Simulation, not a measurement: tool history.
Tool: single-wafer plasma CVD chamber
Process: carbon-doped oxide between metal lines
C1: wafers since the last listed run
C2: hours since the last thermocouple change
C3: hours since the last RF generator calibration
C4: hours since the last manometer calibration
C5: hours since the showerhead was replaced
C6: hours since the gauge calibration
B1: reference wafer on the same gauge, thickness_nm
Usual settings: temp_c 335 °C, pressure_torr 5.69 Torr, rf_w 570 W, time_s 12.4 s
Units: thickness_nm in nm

run 1 hour=0 | temp_c=335 pressure_torr=5.69 rf_w=570 time_s=12.4 | C1=0 C2=1251.4 C3=1910.5 C4=1495.9 C5=6472.7 C6=144.9 | B1=71.714 | thickness_nm=71.168
run 2 hour=42.1 | temp_c=335 pressure_torr=5.69 rf_w=570 time_s=12.4 | C1=1217 C2=1293.5 C3=1952.6 C4=1538 C5=6514.8 C6=187 | B1=71.685 | thickness_nm=70.642
run 3 hour=124 | temp_c=335 pressure_torr=5.69 rf_w=570 time_s=12.4 | C1=2369 C2=1375.4 C3=2034.5 C4=1619.9 C5=6596.7 C6=268.9 | B1=71.753 | thickness_nm=70.297
run 4 hour=166.1 | temp_c=335 pressure_torr=5.17 rf_w=570 time_s=12.4 | C1=1217 C2=1417.5 C3=2076.6 C4=1662 C5=6638.8 C6=311 | B1=71.658 | thickness_nm=70.105
run 5 hour=195.4 | temp_c=335 pressure_torr=5.69 rf_w=570 time_s=12.4 | C1=847 C2=1446.8 C3=2105.9 C4=1691.3 C5=6668.1 C6=340.3 | B1=71.68 | thickness_nm=70.508
run 6 hour=264.3 | temp_c=335 pressure_torr=5.69 rf_w=570 time_s=12.4 | C1=1993 C2=1515.7 C3=2174.8 C4=1760.2 C5=6737 C6=409.2 | B1=71.681 | thickness_nm=70.679
run 7 hour=449 | temp_c=335 pressure_torr=5.69 rf_w=570 time_s=12.4 | C1=5342 C2=1700.4 C3=2359.5 C4=1944.9 C5=6921.7 C6=593.9 | B1=71.699 | thickness_nm=70.636
-- hour=521.2 showerhead replaced
run 8 hour=521.7 | temp_c=335 pressure_torr=5.69 rf_w=570 time_s=12.4 | C1=1871 C2=1773.1 C3=2432.2 C4=2017.6 C5=0.5 C6=666.6 | B1=71.725 | thickness_nm=70.023
-- hour=539.6 RF generator calibrated
run 9 hour=592.4 | temp_c=335 pressure_torr=5.69 rf_w=570 time_s=10.5 | C1=1813 C2=1843.8 C3=52.8 C4=2088.3 C5=71.2 C6=737.3 | B1=71.67 | thickness_nm=61.655
run 10 hour=664.4 | temp_c=335 pressure_torr=5.69 rf_w=570 time_s=10.5 | C1=2082 C2=1915.8 C3=124.8 C4=2160.3 C5=143.2 C6=809.3 | B1=71.631 | thickness_nm=61.875
run 11 hour=700.1 | temp_c=335 pressure_torr=5.69 rf_w=570 time_s=12.4 | C1=1032 C2=1951.5 C3=160.5 C4=2196 C5=178.9 C6=845 | B1=71.724 | thickness_nm=73.234
-- hour=779.4 gauge calibrated
run 12 hour=835.3 | temp_c=329 pressure_torr=5.69 rf_w=570 time_s=12.4 | C1=3911 C2=2086.7 C3=295.7 C4=2331.2 C5=314.1 C6=55.9 | B1=71.737 | thickness_nm=74.893
-- hour=863.4 capacitance manometer re-zeroed and calibrated
run 13 hour=863.9 | temp_c=335 pressure_torr=5.69 rf_w=570 time_s=11.3 | C1=595 C2=2115.3 C3=324.3 C4=0.5 C5=342.7 C6=84.5 | B1=71.716 | thickness_nm=66.707
run 14 hour=931.2 | temp_c=335 pressure_torr=5.69 rf_w=570 time_s=12.4 | C1=1946 C2=2182.6 C3=391.6 C4=67.8 C5=410 C6=151.8 | B1=71.725 | thickness_nm=72.886
run 15 hour=972.4 | temp_c=335 pressure_torr=5.69 rf_w=570 time_s=12.4 | C1=1191 C2=2223.8 C3=432.8 C4=109 C5=451.2 C6=193 | B1=71.751 | thickness_nm=73.379
run 16 hour=1005.5 | temp_c=346 pressure_torr=4.91 rf_w=665 time_s=10.7 | C1=957 C2=2256.9 C3=465.9 C4=142.1 C5=484.3 C6=226.1 | B1=71.683 | thickness_nm=64.152
run 17 hour=1077.3 | temp_c=335 pressure_torr=5.69 rf_w=570 time_s=12.4 | C1=2076 C2=2328.7 C3=537.7 C4=213.9 C5=556.1 C6=297.9 | B1=71.685 | thickness_nm=73.232
run 18 hour=1127.7 | temp_c=335 pressure_torr=6.12 rf_w=570 time_s=12.4 | C1=1457 C2=2379.1 C3=588.1 C4=264.3 C5=606.5 C6=348.3 | B1=71.737 | thickness_nm=73.278
run 19 hour=1194.8 | temp_c=330 pressure_torr=6.94 rf_w=535 time_s=13.9 | C1=1941 C2=2446.2 C3=655.2 C4=331.4 C5=673.6 C6=415.4 | B1=71.68 | thickness_nm=82.707
-- hour=1226.8 thermocouple changed; heater temperature recalibrated
run 20 hour=1253.3 | temp_c=328 pressure_torr=5.01 rf_w=570 time_s=12.4 | C1=1460 C2=26.5 C3=713.7 C4=389.9 C5=732.1 C6=473.9 | B1=71.738 | thickness_nm=73.182
run 21 hour=1283.3 | temp_c=341 pressure_torr=5.69 rf_w=470 time_s=10.2 | C1=867 C2=56.5 C3=743.7 C4=419.9 C5=762.1 C6=503.9 | B1=71.744 | thickness_nm=53.167

Forecast run 22:
run 22 hour=1334.7 | temp_c=330 pressure_torr=5.22 rf_w=485 time_s=13.2 | C1=1486 C2=107.9 C3=795.1 C4=471.3 C5=813.5 C6=555.3 | B1=? | thickness_nm=?

Run 22 gave B1 71.687, thickness_nm 71.746 nm.
Without the tool's hidden state the same run would have given thickness_nm 72.178 nm.
